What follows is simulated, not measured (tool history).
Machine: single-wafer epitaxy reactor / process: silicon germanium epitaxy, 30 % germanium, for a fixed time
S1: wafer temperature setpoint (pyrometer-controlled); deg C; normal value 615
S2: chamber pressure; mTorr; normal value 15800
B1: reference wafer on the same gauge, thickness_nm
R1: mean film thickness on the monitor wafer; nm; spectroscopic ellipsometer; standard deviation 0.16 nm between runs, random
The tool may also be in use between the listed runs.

| run | hour | S1 | S2 | B1 | R1 |
|---|---|---|---|---|---|
| 1 | 0.0 | 615 | 17300 | 75.657 | 79.665 |
| 2 | 68.9 | 615 | 15800 | 75.613 | 75.883 |
| 3 | 117.6 | 615 | 15800 | 75.587 | 75.897 |
| 4 | 153.9 | 615 | 15800 | 75.607 | 75.605 |
| 5 | 219.1 | 615 | 17600 | 75.601 | 80.174 |
| 6 | 284.4 | 615 | 17600 | 75.559 | 80.042 |
| 7 | 336.9 | 615 | 17600 | 75.619 | 80.369 |
| 8 | 406.4 | 615 | 15800 | 75.634 | 75.664 |
| 9 | 441.3 | 615 | 15800 | 75.624 | 75.819 |
| 10 | 465.9 | 615 | 15800 | 75.677 | 75.770 |
| 11 | 511.2 | 615 | 15800 | 75.553 | 75.664 |
|  | 553.5 | pyrometer calibrated |
| 12 | 579.3 | 615 | 15800 | 75.578 | 74.694 |
| 13 | 614.5 | 615 | 15800 | 75.596 | 74.506 |
| 14 | 650.6 | 607 | 14700 | 75.598 | 60.980 |
| 15 | 687.5 | 607 | 14700 | 75.626 | 60.854 |
| 16 | 753.8 | 615 | 15800 | 75.594 | 73.995 |
|  | 798.9 | capacitance manometer re-zeroed and calibrated |
| 17 | 799.4 | 624 | 14600 | 75.604 | 85.204 |
| 18 | 824.5 | 615 | 15800 | 75.612 | 74.174 |
| 19 | 875.6 | 608 | 19300 | 75.576 | 71.459 |
| 20 | 917.5 | 615 | 15800 | 75.592 | 74.046 |
| 21 | 960.5 | 623 | 19500 | 75.550 | 96.970 |
|  | 971.3 | pyrometer calibrated, repeated, since the last time left the tool worse |
| 22 | 1025.3 | 615 | 15800 | 75.617 | 76.680 |
|  | 1160.0 | showerhead replaced |
| 23 | 1164.2 | 628 | 15800 | 75.612 | 98.729 |
|  | 1200.1 | gauge calibrated |
| 24 | 1232.7 | 615 | 15800 | 75.624 | 75.921 |
| 25 | 1288.6 | 610 | 15800 | 75.593 | 68.629 |
| 26 | 1492.3 | 605 | 18600 | 75.568 | 67.344 |
| 27 | 1535.4 | 630 | 17900 | 75.563 | 108.751 |
| 28 | 1684.1 | 606 | 13600 | 75.695 | 57.921 |
| 29 | 1748.1 | 620 | 18400 | 75.609 | 90.824 |
| 30 | 1788.7 | 615 | 15800 | 75.602 | 75.543 |
| 31 | 1830.4 | 615 | 15800 | 75.566 | 75.960 |
| 32 | 1884.9 | 615 | 15800 | 75.646 | 75.583 |
| 33 | 1921.5 | 608 | 13300 | 75.591 | 59.758 |
|  | 1990.0 | pyrometer calibrated |
| 34 | 1990.5 | 629 | 17900 | 75.619 | 108.439 |

Each row is a separate what-if for the run after 34, all from the same tool condition, not one after another. Results?
| A | 1990.9 | 615 | 15800 | ? | ? |
| B | 1990.9 | 623 | 14000 | ? | ? |
| C | 1990.9 | 610 | 11900 | ? | ? |
| D | 1990.9 | 619 | 12500 | ? | ? |
| E | 1990.9 | 608 | 12600 | ? | ? |

| run | B1 | R1 |
|---|---|---|
| A | 75.589 | 76.717 |
| B | 75.589 | 84.111 |
| C | 75.589 | 58.862 |
| D | 75.589 | 72.713 |
| E | 75.589 | 58.502 |
The same runs, with their run-to-run variation unchanged, on a tool lacking any hidden condition would have given:
| run | R1 |
|---|---|
| A | 76.700 |
| B | 84.092 |
| C | 58.849 |
| D | 72.697 |
| E | 58.488 |
